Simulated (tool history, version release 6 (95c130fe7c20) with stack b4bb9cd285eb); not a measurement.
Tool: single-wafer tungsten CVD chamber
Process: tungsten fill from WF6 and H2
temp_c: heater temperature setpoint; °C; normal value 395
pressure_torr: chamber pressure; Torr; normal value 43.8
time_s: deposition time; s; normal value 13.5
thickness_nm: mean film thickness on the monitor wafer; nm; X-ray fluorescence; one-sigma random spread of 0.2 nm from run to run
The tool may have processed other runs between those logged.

run	hour	temp_c	pressure_torr	time_s	read-back reference wafer on the same gauge, thickness_nm	thickness_nm
1	0	395	43.8	13.5	39.707	36.615
2	28.3	395	43.8	13.5	39.746	36.449
3	41.4	395	43.8	13.5	39.682	36.666
4	76.5	395	43.8	13.5	39.624	36.712
5	95.5	395	43.8	13.5	39.705	36.56
6	172.1	395	43.8	12	39.696	32.177
7	189.7	395	43.8	12	39.703	32.148
8	223.4	395	43.8	13.5	39.731	36.56
# hour 257.2: capacitance manometer re-zeroed and calibrated
9	257.7	395	43.8	13.5	39.683	36.31
10	290.1	395	43.8	13.5	39.723	36.326
11	304.4	395	40	13.5	39.787	34.947
# hour 314.9: gauge calibrated
# hour 324.5: thermocouple changed; heater temperature recalibrated
12	325	395	40	13.5	39.729	39.151
13	335.2	395	43.8	13.5	39.699	40.652
14	350.4	395	34.6	15.6	39.783	42.705
15	384.7	402	33.6	11.2	39.691	33.897
16	418	395	39.5	13.5	39.632	38.522
17	442.7	395	37.8	11.1	39.818	30.98
18	464.8	383	43.8	13.5	39.738	32.734
# hour 479.3: showerhead replaced
19	493.6	395	50.2	13.5	39.797	42.005
20	507.8	395	54.6	11.8	39.687	37.852
21	535.6	395	43.8	13.5	39.74	39.569
22	555.8	390	36.6	13.5	39.703	33.828
23	585.9	390	43.8	13.5	39.814	36.514
24	599.9	404	49.4	15	39.732	53.588
25	627.1	409	43.8	12.4	39.698	45.528
26	640.3	395	33.9	11.7	39.7	30.683
27	664.2	395	37.8	11.1	39.782	30.368

Same runs, no hidden state in the tool, same run-to-run variation:
Hidden conditions of the tool in this case: wafer temperature above the value expected at the setpoint (K); true pressure above the setpoint (%); gauge reads high (%).
run	thickness_nm
1	40.786
2	40.607
3	40.852
4	40.911
5	40.745
6	35.875
7	35.845
8	40.771
9	40.498
10	40.522
11	38.986
12	39.182
13	40.731
14	42.863
15	34.138
16	38.95
17	31.404
18	33.286
19	42.796
20	38.617
21	40.474
22	34.687
23	37.545
24	55.036
25	46.842
26	31.672
27	31.408
